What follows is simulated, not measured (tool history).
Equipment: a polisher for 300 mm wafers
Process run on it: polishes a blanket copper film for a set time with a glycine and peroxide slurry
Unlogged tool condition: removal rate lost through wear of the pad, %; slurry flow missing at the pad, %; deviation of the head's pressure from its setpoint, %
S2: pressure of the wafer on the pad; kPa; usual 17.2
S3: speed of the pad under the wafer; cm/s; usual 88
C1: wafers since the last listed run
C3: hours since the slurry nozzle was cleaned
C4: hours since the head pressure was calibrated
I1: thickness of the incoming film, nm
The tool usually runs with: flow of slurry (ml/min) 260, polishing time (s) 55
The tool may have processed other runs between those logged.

run 1 hour=0 | flow_of_slurry_(ml/min)=260 S2=18.6 S3=88 polishing_time_(s)=55 | C1=0 wafers_polished_on_this_pad=1019 C3=524.5 C4=711.9 | I1=1570.8 | film_removed_(nm)=234.9
run 2 hour=16.9 | flow_of_slurry_(ml/min)=260 S2=18.6 S3=88 polishing_time_(s)=55 | C1=227 wafers_polished_on_this_pad=1247 C3=541.4 C4=728.8 | I1=1563.8 | film_removed_(nm)=227.7
-- hour=35.3 worn pad replaced by a new one
run 3 hour=47.4 | flow_of_slurry_(ml/min)=260 S2=18.6 S3=88 polishing_time_(s)=55 | C1=356 wafers_polished_on_this_pad=163 C3=571.9 C4=759.3 | I1=1580.1 | film_removed_(nm)=257.7
run 4 hour=89.3 | flow_of_slurry_(ml/min)=260 S2=20 S3=100 polishing_time_(s)=55 | C1=564 wafers_polished_on_this_pad=727 C3=613.8 C4=801.2 | I1=1568.8 | film_removed_(nm)=277.3
run 5 hour=99.1 | flow_of_slurry_(ml/min)=260 S2=17.2 S3=88 polishing_time_(s)=55 | C1=131 wafers_polished_on_this_pad=859 C3=623.6 C4=811 | I1=1557.3 | film_removed_(nm)=220.5
run 6 hour=111.5 | flow_of_slurry_(ml/min)=260 S2=17.2 S3=88 polishing_time_(s)=55 | C1=166 wafers_polished_on_this_pad=1026 C3=636 C4=823.4 | I1=1572.6 | film_removed_(nm)=224.1
run 7 hour=123.1 | flow_of_slurry_(ml/min)=260 S2=17.2 S3=88 polishing_time_(s)=55 | C1=156 wafers_polished_on_this_pad=1182 C3=647.6 C4=835 | I1=1535.8 | film_removed_(nm)=221.9
run 8 hour=137.1 | flow_of_slurry_(ml/min)=260 S2=17.2 S3=88 polishing_time_(s)=55 | C1=188 wafers_polished_on_this_pad=1370 C3=661.6 C4=849 | I1=1570.2 | film_removed_(nm)=216.4
-- hour=146.1 worn pad replaced by a new one
run 9 hour=146.6 | flow_of_slurry_(ml/min)=260 S2=17.2 S3=88 polishing_time_(s)=55 | C1=74 wafers_polished_on_this_pad=6 C3=671.1 C4=858.5 | I1=1566.3 | film_removed_(nm)=241.5
run 10 hour=152.5 | flow_of_slurry_(ml/min)=260 S2=17.2 S3=88 polishing_time_(s)=55 | C1=79 wafers_polished_on_this_pad=86 C3=677 C4=864.4 | I1=1596.1 | film_removed_(nm)=244.8
run 11 hour=162.5 | flow_of_slurry_(ml/min)=225 S2=17.2 S3=72 polishing_time_(s)=55 | C1=134 wafers_polished_on_this_pad=220 C3=687 C4=874.4 | I1=1571.5 | film_removed_(nm)=203
run 12 hour=179.5 | flow_of_slurry_(ml/min)=260 S2=17.2 S3=88 polishing_time_(s)=55 | C1=228 wafers_polished_on_this_pad=449 C3=704 C4=891.4 | I1=1535.6 | film_removed_(nm)=237.6
run 13 hour=226 | flow_of_slurry_(ml/min)=330 S2=20.7 S3=64 polishing_time_(s)=63 | C1=626 wafers_polished_on_this_pad=1075 C3=750.5 C4=937.9 | I1=1557.4 | film_removed_(nm)=233.4
-- hour=233.9 head pressure recalibrated
-- hour=236.4 slurry nozzle cleaned
-- hour=246.7 worn pad replaced by a new one
run 14 hour=247.2 | flow_of_slurry_(ml/min)=180 S2=13.8 S3=112 polishing_time_(s)=55 | C1=191 wafers_polished_on_this_pad=6 C3=10.8 C4=13.3 | I1=1549.3 | film_removed_(nm)=240.5
run 15 hour=257.5 | flow_of_slurry_(ml/min)=225 S2=17.2 S3=72 polishing_time_(s)=55 | C1=138 wafers_polished_on_this_pad=145 C3=21.1 C4=23.6 | I1=1576.5 | film_removed_(nm)=202.8
run 16 hour=270.7 | flow_of_slurry_(ml/min)=260 S2=17.2 S3=88 polishing_time_(s)=55 | C1=177 wafers_polished_on_this_pad=323 C3=34.3 C4=36.8 | I1=1556.2 | film_removed_(nm)=232.1
run 17 hour=280.6 | flow_of_slurry_(ml/min)=260 S2=17.2 S3=98 polishing_time_(s)=41 | C1=133 wafers_polished_on_this_pad=456 C3=44.2 C4=46.7 | I1=1562.5 | film_removed_(nm)=187.5
run 18 hour=293.4 | flow_of_slurry_(ml/min)=260 S2=17.2 S3=88 polishing_time_(s)=55 | C1=172 wafers_polished_on_this_pad=628 C3=57 C4=59.5 | I1=1575.8 | film_removed_(nm)=237.1
run 19 hour=310.3 | flow_of_slurry_(ml/min)=260 S2=17.2 S3=78 polishing_time_(s)=55 | C1=227 wafers_polished_on_this_pad=856 C3=73.9 C4=76.4 | I1=1571.4 | film_removed_(nm)=210.4
run 20 hour=318.9 | flow_of_slurry_(ml/min)=325 S2=20.7 S3=88 polishing_time_(s)=47 | C1=115 wafers_polished_on_this_pad=972 C3=82.5 C4=85 | I1=1551.8 | film_removed_(nm)=226.3
run 21 hour=332 | flow_of_slurry_(ml/min)=260 S2=12.4 S3=88 polishing_time_(s)=64 | C1=176 wafers_polished_on_this_pad=1148 C3=95.6 C4=98.1 | I1=1558.1 | film_removed_(nm)=206.3

What if the next run were any one of these 3? Each begins from the tool's condition after run 21:
run A hour=332.4 | flow_of_slurry_(ml/min)=260 S2=17.2 S3=88 polishing_time_(s)=65 | C1=5 wafers_polished_on_this_pad=1153 C3=96 C4=98.5 | I1=1567.3 | film_removed_(nm)=?
run B hour=332.4 | flow_of_slurry_(ml/min)=195 S2=17.2 S3=58 polishing_time_(s)=55 | C1=5 wafers_polished_on_this_pad=1153 C3=96 C4=98.5 | I1=1567.3 | film_removed_(nm)=?
run C hour=332.4 | flow_of_slurry_(ml/min)=260 S2=17.2 S3=116 polishing_time_(s)=55 | C1=5 wafers_polished_on_this_pad=1153 C3=96 C4=98.5 | I1=1567.3 | film_removed_(nm)=?

run=A film_removed_(nm)=257.9
run=B film_removed_(nm)=154.8
run=C film_removed_(nm)=271.7
Take away the tool's hidden state, keep each run's random variation, and the runs would have read:
run=A film_removed_(nm)=294.4
run=B film_removed_(nm)=176.7
run=C film_removed_(nm)=310.2
